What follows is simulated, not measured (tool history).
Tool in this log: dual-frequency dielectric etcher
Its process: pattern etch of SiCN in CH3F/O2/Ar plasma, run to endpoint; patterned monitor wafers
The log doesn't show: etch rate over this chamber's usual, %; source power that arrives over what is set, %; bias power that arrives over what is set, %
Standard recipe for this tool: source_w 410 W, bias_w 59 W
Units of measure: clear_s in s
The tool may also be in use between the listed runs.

| run | day | source_w | bias_w | wafers since the last listed run | hours since the last wet clean | hours since the last source power generator calibration | hours since the last bias power generator calibration | hours since the last upper electrode change | incoming incoming film thickness, nm | clear_s |
|---|---|---|---|---|---|---|---|---|---|---|
| 1 | 0 | 410 | 59 | 0 | 134.7 | 1249.5 | 2749.1 | 4565.4 | 6.49 | 18.5 |
| 2 | 0.85 | 410 | 59 | 247 | 155.1 | 1269.9 | 2769.5 | 4585.8 | 6.57 | 18.9 |
| 3 | 2.246 | 410 | 59 | 405 | 188.6 | 1303.4 | 2803 | 4619.3 | 6.5 | 18.6 |
| 4 | 3.096 | 410 | 49 | 247 | 209 | 1323.8 | 2823.4 | 4639.7 | 6.47 | 19 |
| 5 | 4.592 | 410 | 59 | 434 | 244.9 | 1359.7 | 2859.3 | 4675.6 | 6.5 | 18.6 |
| 6 | 5.142 | 410 | 59 | 159 | 258.1 | 1372.9 | 2872.5 | 4688.8 | 6.49 | 18.5 |
| 7 | 5.754 | 410 | 59 | 178 | 272.8 | 1387.6 | 2887.2 | 4703.5 | 6.51 | 18.5 |
| 8 | 6.554 | 410 | 59 | 232 | 292 | 1406.8 | 2906.4 | 4722.7 | 6.51 | 18.5 |
| 9 | 7.221 | 410 | 59 | 193 | 308 | 1422.8 | 2922.4 | 4738.7 | 6.47 | 18.3 |
|  | 7.538 | bias power generator calibrated |
| 10 | 8.612 | 330 | 59 | 356 | 341.4 | 1456.2 | 25.8 | 4772.1 | 6.51 | 19.9 |
| 11 | 9.971 | 330 | 59 | 394 | 374 | 1488.8 | 58.4 | 4804.7 | 6.43 | 19.6 |
| 12 | 10.958 | 310 | 53 | 287 | 397.7 | 1512.5 | 82.1 | 4828.4 | 6.47 | 20.4 |
| 13 | 12.342 | 320 | 45 | 402 | 430.9 | 1545.7 | 115.3 | 4861.6 | 6.52 | 21 |
| 14 | 12.938 | 330 | 59 | 173 | 445.2 | 1560 | 129.6 | 4875.9 | 6.48 | 19.6 |
| 15 | 14.004 | 380 | 55 | 310 | 470.8 | 1585.6 | 155.2 | 4901.5 | 6.47 | 18.9 |
|  | 15.158 | source power generator calibrated |
|  | 15.746 | upper electrode replaced |
| 16 | 15.767 | 330 | 66 | 293 | 513.1 | 14.6 | 197.5 | 0.5 | 6.47 | 19.2 |

Estimate the outcome of run 17 from the log above:
| 17 | 16.346 | 330 | 72 | 168 | 527 | 28.5 | 211.4 | 14.4 | 6.51 | ? |

Run 17 gave clear_s 18.9 s.
Take away the tool's hidden state, keep the run-to-run variation as it was, and the same run would have given clear_s 19.6 s.

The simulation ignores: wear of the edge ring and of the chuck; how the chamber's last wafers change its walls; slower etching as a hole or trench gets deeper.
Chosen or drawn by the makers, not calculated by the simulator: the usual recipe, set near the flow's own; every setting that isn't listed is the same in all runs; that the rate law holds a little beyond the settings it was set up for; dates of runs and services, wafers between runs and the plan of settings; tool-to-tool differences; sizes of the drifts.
